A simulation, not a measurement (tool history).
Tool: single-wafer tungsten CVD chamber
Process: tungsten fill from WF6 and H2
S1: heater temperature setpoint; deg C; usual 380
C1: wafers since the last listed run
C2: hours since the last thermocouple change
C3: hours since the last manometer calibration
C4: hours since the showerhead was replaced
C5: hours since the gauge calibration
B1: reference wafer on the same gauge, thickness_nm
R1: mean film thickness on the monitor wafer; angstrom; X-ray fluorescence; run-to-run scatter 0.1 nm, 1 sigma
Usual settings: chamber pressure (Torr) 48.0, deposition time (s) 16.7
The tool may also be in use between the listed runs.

{"run": 1, "hour": 0.0, "S1": 383, "chamber pressure (Torr)": 48.0, "deposition time (s)": 16.7, "C1": 0, "C2": 2079.4, "C3": 833.0, "C4": 3115.8, "C5": 380.7, "B1": 34.603, "R1": 414.66}
{"run": 2, "hour": 51.2, "S1": 383, "chamber pressure (Torr)": 48.0, "deposition time (s)": 16.7, "C1": 2128, "C2": 2130.6, "C3": 884.2, "C4": 3167.0, "C5": 431.9, "B1": 34.606, "R1": 416.0}
{"run": 3, "hour": 113.3, "S1": 380, "chamber pressure (Torr)": 48.0, "deposition time (s)": 16.7, "C1": 2581, "C2": 2192.7, "C3": 946.3, "C4": 3229.1, "C5": 494.0, "B1": 34.602, "R1": 389.39}
{"run": 4, "hour": 148.1, "S1": 380, "chamber pressure (Torr)": 48.0, "deposition time (s)": 16.7, "C1": 1446, "C2": 2227.5, "C3": 981.1, "C4": 3263.9, "C5": 528.8, "B1": 34.61, "R1": 388.9}
{"run": 5, "hour": 218.0, "S1": 380, "chamber pressure (Torr)": 48.0, "deposition time (s)": 16.7, "C1": 2905, "C2": 2297.4, "C3": 1051.0, "C4": 3333.8, "C5": 598.7, "B1": 34.596, "R1": 389.39}
{"hour": 244.7, "done": "gauge calibrated"}
{"run": 6, "hour": 253.6, "S1": 380, "chamber pressure (Torr)": 48.0, "deposition time (s)": 16.7, "C1": 1479, "C2": 2333.0, "C3": 1086.6, "C4": 3369.4, "C5": 8.9, "B1": 34.586, "R1": 389.87}
{"run": 7, "hour": 293.4, "S1": 380, "chamber pressure (Torr)": 48.0, "deposition time (s)": 16.7, "C1": 1654, "C2": 2372.8, "C3": 1126.4, "C4": 3409.2, "C5": 48.7, "B1": 34.597, "R1": 387.03}
{"run": 8, "hour": 328.7, "S1": 380, "chamber pressure (Torr)": 48.0, "deposition time (s)": 16.7, "C1": 1467, "C2": 2408.1, "C3": 1161.7, "C4": 3444.5, "C5": 84.0, "B1": 34.619, "R1": 387.39}
{"hour": 367.2, "done": "thermocouple changed; heater temperature recalibrated"}
{"run": 9, "hour": 393.4, "S1": 380, "chamber pressure (Torr)": 48.0, "deposition time (s)": 18.8, "C1": 2357, "C2": 26.2, "C3": 1226.4, "C4": 3509.2, "C5": 148.7, "B1": 34.587, "R1": 476.53}
{"run": 10, "hour": 451.6, "S1": 380, "chamber pressure (Torr)": 48.0, "deposition time (s)": 13.6, "C1": 2419, "C2": 84.4, "C3": 1284.6, "C4": 3567.4, "C5": 206.9, "B1": 34.614, "R1": 342.09}
{"hour": 467.9, "done": "showerhead replaced"}
{"hour": 491.5, "done": "capacitance manometer re-zeroed and calibrated"}
{"run": 11, "hour": 492.0, "S1": 380, "chamber pressure (Torr)": 48.0, "deposition time (s)": 13.6, "C1": 1014, "C2": 124.8, "C3": 0.5, "C4": 24.1, "C5": 247.3, "B1": 34.605, "R1": 341.62}
{"run": 12, "hour": 548.9, "S1": 395, "chamber pressure (Torr)": 36.4, "deposition time (s)": 18.2, "C1": 2365, "C2": 181.7, "C3": 57.4, "C4": 81.0, "C5": 304.2, "B1": 34.599, "R1": 570.01}
{"run": 13, "hour": 596.5, "S1": 391, "chamber pressure (Torr)": 41.9, "deposition time (s)": 18.1, "C1": 1978, "C2": 229.3, "C3": 105.0, "C4": 128.6, "C5": 351.8, "B1": 34.608, "R1": 541.96}
{"run": 14, "hour": 644.0, "S1": 380, "chamber pressure (Torr)": 48.0, "deposition time (s)": 16.7, "C1": 1974, "C2": 276.8, "C3": 152.5, "C4": 176.1, "C5": 399.3, "B1": 34.614, "R1": 413.06}
{"run": 15, "hour": 682.1, "S1": 391, "chamber pressure (Torr)": 48.0, "deposition time (s)": 16.7, "C1": 1583, "C2": 314.9, "C3": 190.6, "C4": 214.2, "C5": 437.4, "B1": 34.59, "R1": 519.76}
{"run": 16, "hour": 720.2, "S1": 393, "chamber pressure (Torr)": 56.0, "deposition time (s)": 19.5, "C1": 1583, "C2": 353.0, "C3": 228.7, "C4": 252.3, "C5": 475.5, "B1": 34.596, "R1": 661.01}

Each run again, without the hidden state but with its own random variation kept:
Hidden conditions of the tool in this case: wafer temperature above the value expected at the setpoint (K); true pressure above the setpoint (%); gauge reads high (%).
run=1 R1=451.76
run=2 R1=453.47
run=3 R1=425.45
run=4 R1=425.06
run=5 R1=425.86
run=6 R1=426.52
run=7 R1=423.55
run=8 R1=424.06
run=9 R1=479.21
run=10 R1=346.09
run=11 R1=346.99
run=12 R1=581.06
run=13 R1=554.76
run=14 R1=425.22
run=15 R1=535.51
run=16 R1=682.75

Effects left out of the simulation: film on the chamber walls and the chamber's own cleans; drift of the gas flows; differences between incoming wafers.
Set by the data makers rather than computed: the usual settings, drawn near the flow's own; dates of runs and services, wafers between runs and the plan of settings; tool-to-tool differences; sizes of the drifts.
